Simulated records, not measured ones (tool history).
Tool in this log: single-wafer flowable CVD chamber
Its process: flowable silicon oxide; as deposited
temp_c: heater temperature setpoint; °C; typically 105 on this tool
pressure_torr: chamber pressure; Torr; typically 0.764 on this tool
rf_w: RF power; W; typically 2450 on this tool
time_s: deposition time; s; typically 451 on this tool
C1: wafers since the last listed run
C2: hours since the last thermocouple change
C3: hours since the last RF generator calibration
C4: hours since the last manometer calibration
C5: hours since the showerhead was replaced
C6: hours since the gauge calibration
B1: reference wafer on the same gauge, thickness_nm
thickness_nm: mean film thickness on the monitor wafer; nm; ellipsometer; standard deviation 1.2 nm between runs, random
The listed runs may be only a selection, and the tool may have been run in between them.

run 1 hour=0.0 | temp_c=105 pressure_torr=0.764 rf_w=2590 time_s=451 | C1=0 C2=796.8 C3=984.3 C4=928.7 C5=3454.9 C6=1119.7 | B1=247.739 | thickness_nm=228.955
run 2 hour=64.7 | temp_c=105 pressure_torr=0.764 rf_w=2450 time_s=451 | C1=344 C2=861.5 C3=1049.0 C4=993.4 C5=3519.6 C6=1184.4 | B1=248.120 | thickness_nm=229.203
run 3 hour=128.0 | temp_c=105 pressure_torr=0.764 rf_w=2450 time_s=451 | C1=336 C2=924.8 C3=1112.3 C4=1056.7 C5=3582.9 C6=1247.7 | B1=248.486 | thickness_nm=230.297
run 4 hour=196.9 | temp_c=105 pressure_torr=0.764 rf_w=2450 time_s=451 | C1=366 C2=993.7 C3=1181.2 C4=1125.6 C5=3651.8 C6=1316.6 | B1=247.234 | thickness_nm=231.567
-- hour=236.8 RF generator calibrated
run 5 hour=272.6 | temp_c=105 pressure_torr=0.764 rf_w=2450 time_s=451 | C1=360 C2=1069.4 C3=35.8 C4=1201.3 C5=3727.5 C6=1392.3 | B1=247.794 | thickness_nm=233.262
run 6 hour=348.4 | temp_c=105 pressure_torr=0.764 rf_w=2350 time_s=503 | C1=403 C2=1145.2 C3=111.6 C4=1277.1 C5=3803.3 C6=1468.1 | B1=248.323 | thickness_nm=257.984
run 7 hour=396.7 | temp_c=105 pressure_torr=0.764 rf_w=2350 time_s=503 | C1=257 C2=1193.5 C3=159.9 C4=1325.4 C5=3851.6 C6=1516.4 | B1=248.152 | thickness_nm=260.860
-- hour=433.6 thermocouple changed; heater temperature recalibrated
run 8 hour=466.8 | temp_c=105 pressure_torr=0.764 rf_w=2450 time_s=451 | C1=330 C2=33.2 C3=230.0 C4=1395.5 C5=3921.7 C6=1586.5 | B1=247.283 | thickness_nm=222.447
run 9 hour=543.7 | temp_c=105 pressure_torr=0.764 rf_w=2450 time_s=451 | C1=409 C2=110.1 C3=306.9 C4=1472.4 C5=3998.6 C6=1663.4 | B1=247.714 | thickness_nm=222.014
run 10 hour=632.1 | temp_c=105 pressure_torr=0.764 rf_w=2450 time_s=451 | C1=470 C2=198.5 C3=395.3 C4=1560.8 C5=4087.0 C6=1751.8 | B1=247.635 | thickness_nm=222.540
run 11 hour=721.0 | temp_c=105 pressure_torr=0.764 rf_w=2450 time_s=451 | C1=473 C2=287.4 C3=484.2 C4=1649.7 C5=4175.9 C6=1840.7 | B1=247.703 | thickness_nm=222.249
run 12 hour=812.3 | temp_c=105 pressure_torr=0.764 rf_w=2450 time_s=451 | C1=485 C2=378.7 C3=575.5 C4=1741.0 C5=4267.2 C6=1932.0 | B1=247.854 | thickness_nm=224.098
run 13 hour=882.5 | temp_c=105 pressure_torr=0.764 rf_w=2450 time_s=451 | C1=373 C2=448.9 C3=645.7 C4=1811.2 C5=4337.4 C6=2002.2 | B1=247.864 | thickness_nm=223.224
-- hour=1047.7 showerhead replaced, of another model than before
run 14 hour=1127.5 | temp_c=112 pressure_torr=0.599 rf_w=2605 time_s=366 | C1=1261 C2=693.9 C3=890.7 C4=2056.2 C5=79.8 C6=2247.2 | B1=247.586 | thickness_nm=130.004
run 15 hour=1174.8 | temp_c=111 pressure_torr=0.947 rf_w=2765 time_s=451 | C1=251 C2=741.2 C3=938.0 C4=2103.5 C5=127.1 C6=2294.5 | B1=247.543 | thickness_nm=217.536
run 16 hour=1386.9 | temp_c=112 pressure_torr=0.610 rf_w=2450 time_s=493 | C1=1128 C2=953.3 C3=1150.1 C4=2315.6 C5=339.2 C6=2506.6 | B1=247.825 | thickness_nm=175.603
-- hour=1430.7 gauge calibrated
run 17 hour=1470.3 | temp_c=105 pressure_torr=0.764 rf_w=2870 time_s=382 | C1=443 C2=1036.7 C3=1233.5 C4=2399.0 C5=422.6 C6=39.6 | B1=248.338 | thickness_nm=202.702
run 18 hour=1522.6 | temp_c=105 pressure_torr=0.764 rf_w=2285 time_s=451 | C1=278 C2=1089.0 C3=1285.8 C4=2451.3 C5=474.9 C6=91.9 | B1=247.974 | thickness_nm=230.465
-- hour=1600.6 RF generator calibrated
run 19 hour=1601.1 | temp_c=90 pressure_torr=0.764 rf_w=2450 time_s=480 | C1=375 C2=1167.5 C3=0.5 C4=2529.8 C5=553.4 C6=170.4 | B1=247.862 | thickness_nm=411.165
run 20 hour=1662.0 | temp_c=105 pressure_torr=0.764 rf_w=2450 time_s=451 | C1=324 C2=1228.4 C3=61.4 C4=2590.7 C5=614.3 C6=231.3 | B1=247.876 | thickness_nm=237.130
-- hour=1683.3 thermocouple changed; heater temperature recalibrated
run 21 hour=1764.0 | temp_c=112 pressure_torr=0.817 rf_w=2290 time_s=491 | C1=500 C2=80.7 C3=163.4 C4=2692.7 C5=716.3 C6=333.3 | B1=247.784 | thickness_nm=193.527
-- hour=1902.7 capacitance manometer re-zeroed and calibrated
run 22 hour=2028.9 | temp_c=118 pressure_torr=0.764 rf_w=2450 time_s=506 | C1=1367 C2=345.6 C3=428.3 C4=126.2 C5=981.2 C6=598.2 | B1=248.429 | thickness_nm=164.798
run 23 hour=2124.5 | temp_c=105 pressure_torr=0.764 rf_w=2450 time_s=451 | C1=508 C2=441.2 C3=523.9 C4=221.8 C5=1076.8 C6=693.8 | B1=248.298 | thickness_nm=222.667
run 24 hour=2178.4 | temp_c=105 pressure_torr=0.764 rf_w=2450 time_s=451 | C1=286 C2=495.1 C3=577.8 C4=275.7 C5=1130.7 C6=747.7 | B1=248.694 | thickness_nm=223.226
run 25 hour=2233.0 | temp_c=101 pressure_torr=0.692 rf_w=2270 time_s=510 | C1=290 C2=549.7 C3=632.4 C4=330.3 C5=1185.3 C6=802.3 | B1=248.719 | thickness_nm=267.674
run 26 hour=2331.8 | temp_c=110 pressure_torr=0.641 rf_w=2200 time_s=365 | C1=525 C2=648.5 C3=731.2 C4=429.1 C5=1284.1 C6=901.1 | B1=248.037 | thickness_nm=134.641
run 27 hour=2616.1 | temp_c=105 pressure_torr=0.903 rf_w=2085 time_s=532 | C1=1512 C2=932.8 C3=1015.5 C4=713.4 C5=1568.4 C6=1185.4 | B1=248.038 | thickness_nm=277.488
-- hour=2790.2 RF generator calibrated
run 28 hour=2858.3 | temp_c=105 pressure_torr=0.764 rf_w=2450 time_s=451 | C1=1246 C2=1175.0 C3=68.1 C4=955.6 C5=1810.6 C6=1427.6 | B1=247.925 | thickness_nm=236.671
run 29 hour=2899.0 | temp_c=105 pressure_torr=0.764 rf_w=2280 time_s=363 | C1=216 C2=1215.7 C3=108.8 C4=996.3 C5=1851.3 C6=1468.3 | B1=248.188 | thickness_nm=187.212

3 options for the next run, each taken on its own from the tool as it stands now. Forecast them:
run A hour=2899.5 | temp_c=105 pressure_torr=0.764 rf_w=2450 time_s=451 | C1=2 C2=1216.2 C3=109.3 C4=996.8 C5=1851.8 C6=1468.8 | B1=? | thickness_nm=?
run B hour=2899.5 | temp_c=115 pressure_torr=0.764 rf_w=2205 time_s=451 | C1=2 C2=1216.2 C3=109.3 C4=996.8 C5=1851.8 C6=1468.8 | B1=? | thickness_nm=?
run C hour=2899.5 | temp_c=105 pressure_torr=0.706 rf_w=2085 time_s=402 | C1=2 C2=1216.2 C3=109.3 C4=996.8 C5=1851.8 C6=1468.8 | B1=? | thickness_nm=?

run=A B1=248.185 thickness_nm=236.968
run=B B1=248.185 thickness_nm=162.531
run=C B1=248.185 thickness_nm=185.663
With no hidden state in the tool, these same runs would have given:
run=A thickness_nm=221.464
run=B thickness_nm=152.677
run=C thickness_nm=173.516
